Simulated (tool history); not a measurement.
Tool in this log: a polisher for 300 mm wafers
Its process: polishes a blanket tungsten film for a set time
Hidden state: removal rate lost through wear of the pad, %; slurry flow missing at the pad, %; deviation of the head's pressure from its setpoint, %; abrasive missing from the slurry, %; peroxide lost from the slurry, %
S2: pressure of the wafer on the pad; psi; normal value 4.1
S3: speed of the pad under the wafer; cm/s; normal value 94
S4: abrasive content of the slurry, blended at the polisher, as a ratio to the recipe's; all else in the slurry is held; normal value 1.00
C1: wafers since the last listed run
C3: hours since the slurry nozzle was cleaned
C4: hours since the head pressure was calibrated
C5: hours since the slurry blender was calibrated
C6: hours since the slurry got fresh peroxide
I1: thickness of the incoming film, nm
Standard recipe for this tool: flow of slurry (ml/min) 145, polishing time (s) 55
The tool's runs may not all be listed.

{"run": 1, "hour": 0.0, "flow of slurry (ml/min)": 145, "S2": 4.1, "S3": 94, "S4": 1.0, "polishing time (s)": 55, "C1": 0, "wafers polished on this pad": 1299, "C3": 56.2, "C4": 313.0, "C5": 158.2, "C6": 77.7, "I1": 802.6, "film removed (angstrom)": 2439}
{"hour": 11.3, "done": "head pressure recalibrated"}
{"run": 2, "hour": 72.0, "flow of slurry (ml/min)": 145, "S2": 4.9, "S3": 94, "S4": 0.9, "polishing time (s)": 55, "C1": 617, "wafers polished on this pad": 1916, "C3": 128.2, "C4": 60.7, "C5": 230.2, "C6": 149.7, "I1": 793.7, "film removed (angstrom)": 2782}
{"hour": 88.5, "done": "worn pad replaced by a new one"}
{"hour": 108.3, "done": "slurry blender recalibrated"}
{"run": 3, "hour": 118.7, "flow of slurry (ml/min)": 155, "S2": 4.1, "S3": 94, "S4": 1.0, "polishing time (s)": 55, "C1": 358, "wafers polished on this pad": 248, "C3": 174.9, "C4": 107.4, "C5": 10.4, "C6": 196.4, "I1": 786.7, "film removed (angstrom)": 2504}
{"hour": 143.6, "done": "slurry tank refilled with fresh slurry and peroxide"}
{"run": 4, "hour": 176.6, "flow of slurry (ml/min)": 145, "S2": 4.1, "S3": 94, "S4": 1.0, "polishing time (s)": 55, "C1": 501, "wafers polished on this pad": 750, "C3": 232.8, "C4": 165.3, "C5": 68.3, "C6": 33.0, "I1": 777.9, "film removed (angstrom)": 2460}
{"run": 5, "hour": 233.4, "flow of slurry (ml/min)": 145, "S2": 4.1, "S3": 94, "S4": 1.0, "polishing time (s)": 55, "C1": 501, "wafers polished on this pad": 1251, "C3": 289.6, "C4": 222.1, "C5": 125.1, "C6": 89.8, "I1": 793.2, "film removed (angstrom)": 2418}
{"run": 6, "hour": 272.0, "flow of slurry (ml/min)": 145, "S2": 4.1, "S3": 94, "S4": 1.0, "polishing time (s)": 55, "C1": 340, "wafers polished on this pad": 1592, "C3": 328.2, "C4": 260.7, "C5": 163.7, "C6": 128.4, "I1": 792.9, "film removed (angstrom)": 2381}
{"hour": 306.2, "done": "head pressure recalibrated"}
{"hour": 324.1, "done": "slurry nozzle cleaned"}
{"hour": 328.4, "done": "worn pad replaced by a new one"}
{"run": 7, "hour": 334.5, "flow of slurry (ml/min)": 145, "S2": 4.1, "S3": 94, "S4": 1.0, "polishing time (s)": 55, "C1": 489, "wafers polished on this pad": 54, "C3": 10.4, "C4": 28.3, "C5": 226.2, "C6": 190.9, "I1": 774.2, "film removed (angstrom)": 2510}
{"hour": 377.9, "done": "slurry tank refilled with fresh slurry and peroxide"}
{"run": 8, "hour": 386.7, "flow of slurry (ml/min)": 145, "S2": 4.1, "S3": 94, "S4": 0.9, "polishing time (s)": 55, "C1": 451, "wafers polished on this pad": 505, "C3": 62.6, "C4": 80.5, "C5": 278.4, "C6": 8.8, "I1": 793.0, "film removed (angstrom)": 2446}
{"hour": 396.9, "done": "slurry blender recalibrated"}
{"run": 9, "hour": 428.7, "flow of slurry (ml/min)": 145, "S2": 4.1, "S3": 94, "S4": 1.0, "polishing time (s)": 55, "C1": 352, "wafers polished on this pad": 858, "C3": 104.6, "C4": 122.5, "C5": 31.8, "C6": 50.8, "I1": 786.8, "film removed (angstrom)": 2481}
{"run": 10, "hour": 470.6, "flow of slurry (ml/min)": 145, "S2": 4.1, "S3": 94, "S4": 1.0, "polishing time (s)": 55, "C1": 369, "wafers polished on this pad": 1228, "C3": 146.5, "C4": 164.4, "C5": 73.7, "C6": 92.7, "I1": 792.8, "film removed (angstrom)": 2405}
{"run": 11, "hour": 496.0, "flow of slurry (ml/min)": 145, "S2": 4.1, "S3": 94, "S4": 1.0, "polishing time (s)": 55, "C1": 224, "wafers polished on this pad": 1452, "C3": 171.9, "C4": 189.8, "C5": 99.1, "C6": 118.1, "I1": 788.5, "film removed (angstrom)": 2402}
{"run": 12, "hour": 535.7, "flow of slurry (ml/min)": 145, "S2": 5.3, "S3": 116, "S4": 1.0, "polishing time (s)": 49, "C1": 350, "wafers polished on this pad": 1802, "C3": 211.6, "C4": 229.5, "C5": 138.8, "C6": 157.8, "I1": 797.1, "film removed (angstrom)": 3125}
{"hour": 572.0, "done": "worn pad replaced by a new one"}
{"run": 13, "hour": 590.4, "flow of slurry (ml/min)": 145, "S2": 4.1, "S3": 94, "S4": 1.0, "polishing time (s)": 65, "C1": 447, "wafers polished on this pad": 162, "C3": 266.3, "C4": 284.2, "C5": 193.5, "C6": 212.5, "I1": 799.0, "film removed (angstrom)": 2945}
{"hour": 606.2, "done": "head pressure recalibrated"}
{"run": 14, "hour": 641.2, "flow of slurry (ml/min)": 145, "S2": 4.1, "S3": 94, "S4": 1.1, "polishing time (s)": 55, "C1": 430, "wafers polished on this pad": 593, "C3": 317.1, "C4": 35.0, "C5": 244.3, "C6": 263.3, "I1": 787.1, "film removed (angstrom)": 2516}
{"hour": 644.7, "done": "slurry blender recalibrated"}
{"hour": 665.9, "done": "slurry tank refilled with fresh slurry and peroxide"}
{"run": 15, "hour": 666.4, "flow of slurry (ml/min)": 170, "S2": 4.1, "S3": 68, "S4": 1.0, "polishing time (s)": 55, "C1": 195, "wafers polished on this pad": 788, "C3": 342.3, "C4": 60.2, "C5": 21.7, "C6": 0.5, "I1": 792.5, "film removed (angstrom)": 2118}
{"run": 16, "hour": 730.8, "flow of slurry (ml/min)": 145, "S2": 4.1, "S3": 94, "S4": 0.75, "polishing time (s)": 38, "C1": 568, "wafers polished on this pad": 1356, "C3": 406.7, "C4": 124.6, "C5": 86.1, "C6": 64.9, "I1": 783.4, "film removed (angstrom)": 1585}
{"run": 17, "hour": 766.0, "flow of slurry (ml/min)": 145, "S2": 4.1, "S3": 94, "S4": 1.0, "polishing time (s)": 55, "C1": 310, "wafers polished on this pad": 1667, "C3": 441.9, "C4": 159.8, "C5": 121.3, "C6": 100.1, "I1": 785.4, "film removed (angstrom)": 2403}
{"run": 18, "hour": 802.6, "flow of slurry (ml/min)": 145, "S2": 3.6, "S3": 94, "S4": 1.15, "polishing time (s)": 55, "C1": 322, "wafers polished on this pad": 1990, "C3": 478.5, "C4": 196.4, "C5": 157.9, "C6": 136.7, "I1": 797.6, "film removed (angstrom)": 2152}
{"hour": 830.1, "done": "worn pad replaced by a new one"}
{"hour": 832.1, "done": "slurry nozzle cleaned"}
{"run": 19, "hour": 835.4, "flow of slurry (ml/min)": 145, "S2": 4.1, "S3": 94, "S4": 1.0, "polishing time (s)": 55, "C1": 245, "wafers polished on this pad": 38, "C3": 3.3, "C4": 229.2, "C5": 190.7, "C6": 169.5, "I1": 785.9, "film removed (angstrom)": 2491}
{"hour": 871.8, "done": "slurry blender recalibrated"}
{"run": 20, "hour": 888.5, "flow of slurry (ml/min)": 130, "S2": 5.1, "S3": 94, "S4": 1.0, "polishing time (s)": 55, "C1": 450, "wafers polished on this pad": 488, "C3": 56.4, "C4": 282.3, "C5": 16.7, "C6": 222.6, "I1": 784.1, "film removed (angstrom)": 2995}
{"hour": 904.7, "done": "slurry tank refilled with fresh slurry and peroxide"}
{"run": 21, "hour": 913.5, "flow of slurry (ml/min)": 145, "S2": 4.1, "S3": 104, "S4": 0.7, "polishing time (s)": 65, "C1": 211, "wafers polished on this pad": 700, "C3": 81.4, "C4": 307.3, "C5": 41.7, "C6": 8.8, "I1": 790.3, "film removed (angstrom)": 2925}
{"hour": 919.0, "done": "head pressure recalibrated"}
{"run": 22, "hour": 939.9, "flow of slurry (ml/min)": 145, "S2": 4.1, "S3": 94, "S4": 1.0, "polishing time (s)": 67, "C1": 215, "wafers polished on this pad": 915, "C3": 107.8, "C4": 20.9, "C5": 68.1, "C6": 35.2, "I1": 785.0, "film removed (angstrom)": 2949}
{"run": 23, "hour": 978.1, "flow of slurry (ml/min)": 145, "S2": 4.1, "S3": 94, "S4": 1.0, "polishing time (s)": 55, "C1": 336, "wafers polished on this pad": 1252, "C3": 146.0, "C4": 59.1, "C5": 106.3, "C6": 73.4, "I1": 785.2, "film removed (angstrom)": 2400}
{"run": 24, "hour": 1025.0, "flow of slurry (ml/min)": 145, "S2": 4.1, "S3": 94, "S4": 1.0, "polishing time (s)": 55, "C1": 413, "wafers polished on this pad": 1666, "C3": 192.9, "C4": 106.0, "C5": 153.2, "C6": 120.3, "I1": 793.7, "film removed (angstrom)": 2358}
{"run": 25, "hour": 1052.9, "flow of slurry (ml/min)": 160, "S2": 3.4, "S3": 94, "S4": 0.9, "polishing time (s)": 55, "C1": 246, "wafers polished on this pad": 1912, "C3": 220.8, "C4": 133.9, "C5": 181.1, "C6": 148.2, "I1": 783.1, "film removed (angstrom)": 1952}
{"hour": 1090.4, "done": "worn pad replaced by a new one"}
{"hour": 1093.9, "done": "slurry blender recalibrated"}
{"run": 26, "hour": 1114.1, "flow of slurry (ml/min)": 110, "S2": 4.1, "S3": 94, "S4": 1.0, "polishing time (s)": 41, "C1": 486, "wafers polished on this pad": 191, "C3": 282.0, "C4": 195.1, "C5": 20.2, "C6": 209.4, "I1": 784.0, "film removed (angstrom)": 1724}

Results per run with the tool's hidden condition removed, run-to-run variation unchanged:
run=1 film_removed_(angstrom)=2519
run=2 film_removed_(angstrom)=2915
run=3 film_removed_(angstrom)=2534
run=4 film_removed_(angstrom)=2518
run=5 film_removed_(angstrom)=2504
run=6 film_removed_(angstrom)=2485
run=7 film_removed_(angstrom)=2515
run=8 film_removed_(angstrom)=2476
run=9 film_removed_(angstrom)=2532
run=10 film_removed_(angstrom)=2475
run=11 film_removed_(angstrom)=2485
run=12 film_removed_(angstrom)=3260
run=13 film_removed_(angstrom)=2956
run=14 film_removed_(angstrom)=2552
run=15 film_removed_(angstrom)=2159
run=16 film_removed_(angstrom)=1637
run=17 film_removed_(angstrom)=2500
run=18 film_removed_(angstrom)=2255
run=19 film_removed_(angstrom)=2517
run=20 film_removed_(angstrom)=3060
run=21 film_removed_(angstrom)=3003
run=22 film_removed_(angstrom)=3044
run=23 film_removed_(angstrom)=2497
run=24 film_removed_(angstrom)=2477
run=25 film_removed_(angstrom)=2063
run=26 film_removed_(angstrom)=1735
